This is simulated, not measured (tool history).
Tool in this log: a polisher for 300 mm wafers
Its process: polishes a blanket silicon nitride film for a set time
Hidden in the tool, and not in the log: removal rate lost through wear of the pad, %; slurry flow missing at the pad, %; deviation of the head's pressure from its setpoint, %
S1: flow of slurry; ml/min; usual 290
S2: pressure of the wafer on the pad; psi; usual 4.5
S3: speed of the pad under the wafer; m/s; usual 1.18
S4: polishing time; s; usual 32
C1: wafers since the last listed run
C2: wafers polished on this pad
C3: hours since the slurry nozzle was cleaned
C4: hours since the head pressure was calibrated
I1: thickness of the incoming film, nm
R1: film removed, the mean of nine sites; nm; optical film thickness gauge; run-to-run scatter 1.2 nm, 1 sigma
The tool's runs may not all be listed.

| run | day | S1 | S2 | S3 | S4 | C1 | C2 | C3 | C4 | I1 | R1 |
|---|---|---|---|---|---|---|---|---|---|---|---|
| 1 | 0.000 | 290 | 4.5 | 1.18 | 32 | 0 | 2477 | 70.7 | 363.7 | 508.0 | 93.2 |
|  | 0.004 | worn pad replaced by a new one |
| 2 | 1.825 | 290 | 4.5 | 1.18 | 32 | 408 | 408 | 114.5 | 407.5 | 518.7 | 93.4 |
| 3 | 3.642 | 290 | 3.5 | 1.18 | 32 | 407 | 815 | 158.1 | 451.1 | 509.6 | 77.0 |
| 4 | 6.338 | 290 | 3.5 | 1.18 | 32 | 604 | 1419 | 222.8 | 515.8 | 502.9 | 76.1 |
| 5 | 7.775 | 290 | 3.5 | 1.18 | 32 | 322 | 1742 | 257.3 | 550.3 | 505.0 | 74.9 |
| 6 | 9.000 | 290 | 4.5 | 1.18 | 40 | 274 | 2016 | 286.7 | 579.7 | 513.1 | 115.1 |
|  | 10.412 | worn pad replaced by a new one |
| 7 | 10.433 | 290 | 4.5 | 1.18 | 40 | 283 | 5 | 321.1 | 614.1 | 518.6 | 114.9 |
| 8 | 11.808 | 290 | 4.5 | 1.18 | 32 | 308 | 313 | 354.1 | 647.1 | 499.6 | 91.9 |
| 9 | 14.788 | 290 | 4.5 | 1.18 | 32 | 667 | 981 | 425.6 | 718.6 | 515.2 | 92.1 |
| 10 | 17.362 | 290 | 4.5 | 1.18 | 32 | 577 | 1558 | 487.4 | 780.4 | 514.5 | 91.5 |
|  | 21.062 | worn pad replaced by a new one |
| 11 | 21.083 | 290 | 4.5 | 1.18 | 32 | 796 | 4 | 576.7 | 869.7 | 516.3 | 89.1 |
| 12 | 24.121 | 290 | 5.5 | 1.18 | 32 | 681 | 685 | 649.6 | 942.6 | 509.5 | 107.2 |
| 13 | 25.692 | 290 | 4.5 | 1.18 | 32 | 352 | 1037 | 687.3 | 980.3 | 511.6 | 90.4 |
| 14 | 27.867 | 325 | 4.5 | 1.18 | 32 | 487 | 1525 | 739.5 | 1032.5 | 504.1 | 89.4 |
|  | 30.304 | slurry nozzle cleaned |
| 15 | 30.592 | 350 | 4.5 | 1.18 | 32 | 601 | 2126 | 6.9 | 1097.9 | 503.2 | 89.3 |
| 16 | 33.229 | 365 | 3.4 | 0.94 | 24 | 591 | 2718 | 70.2 | 1161.2 | 512.2 | 47.8 |
|  | 34.538 | worn pad replaced by a new one |
|  | 34.808 | head pressure recalibrated |
| 17 | 34.988 | 290 | 4.5 | 0.80 | 32 | 338 | 82 | 112.4 | 4.3 | 515.0 | 77.9 |
| 18 | 37.179 | 290 | 3.5 | 1.18 | 23 | 491 | 573 | 165.0 | 56.9 | 519.2 | 55.9 |
| 19 | 38.479 | 375 | 4.0 | 1.18 | 29 | 291 | 865 | 196.2 | 88.1 | 516.1 | 79.9 |
| 20 | 40.146 | 210 | 4.5 | 1.58 | 32 | 373 | 1238 | 236.2 | 128.1 | 501.8 | 108.4 |
| 21 | 41.638 | 290 | 4.5 | 1.18 | 32 | 334 | 1573 | 272.0 | 163.9 | 508.5 | 95.8 |
| 22 | 44.212 | 290 | 4.5 | 1.18 | 32 | 577 | 2150 | 333.8 | 225.7 | 512.1 | 92.9 |
|  | 46.067 | worn pad replaced by a new one |
| 23 | 46.775 | 290 | 4.0 | 0.96 | 38 | 537 | 158 | 395.3 | 287.2 | 506.8 | 90.5 |
| 24 | 49.108 | 290 | 4.5 | 1.42 | 32 | 523 | 681 | 451.3 | 343.2 | 507.2 | 102.6 |
| 25 | 51.842 | 290 | 4.5 | 1.18 | 32 | 612 | 1294 | 516.9 | 408.8 | 508.0 | 92.9 |
| 26 | 52.921 | 360 | 6.1 | 1.34 | 42 | 241 | 1536 | 542.8 | 434.7 | 508.7 | 171.1 |
| 27 | 54.342 | 290 | 4.5 | 1.02 | 32 | 318 | 1855 | 576.9 | 468.8 | 512.0 | 87.2 |
| 28 | 56.592 | 290 | 3.8 | 1.18 | 32 | 504 | 2359 | 630.9 | 522.8 | 511.5 | 82.3 |
|  | 56.788 | worn pad replaced by a new one |
| 29 | 58.654 | 290 | 4.5 | 1.18 | 32 | 425 | 418 | 680.4 | 572.3 | 518.8 | 91.0 |

Consider 3 possible next runs. They are alternatives, not a sequence: every one starts from the tool as it was left by run 29. What does each give?
| A | 58.671 | 290 | 4.5 | 1.18 | 32 | 3 | 422 | 680.8 | 572.7 | 502.9 | ? |
| B | 58.671 | 375 | 5.4 | 1.18 | 22 | 3 | 422 | 680.8 | 572.7 | 502.9 | ? |
| C | 58.671 | 290 | 4.5 | 1.02 | 29 | 3 | 422 | 680.8 | 572.7 | 502.9 | ? |

| run | R1 |
|---|---|
| A | 92.3 |
| B | 75.0 |
| C | 77.7 |
The same runs, with their run-to-run variation unchanged, on a tool lacking any hidden condition would have given:
| run | R1 |
|---|---|
| A | 93.3 |
| B | 75.8 |
| C | 78.6 |
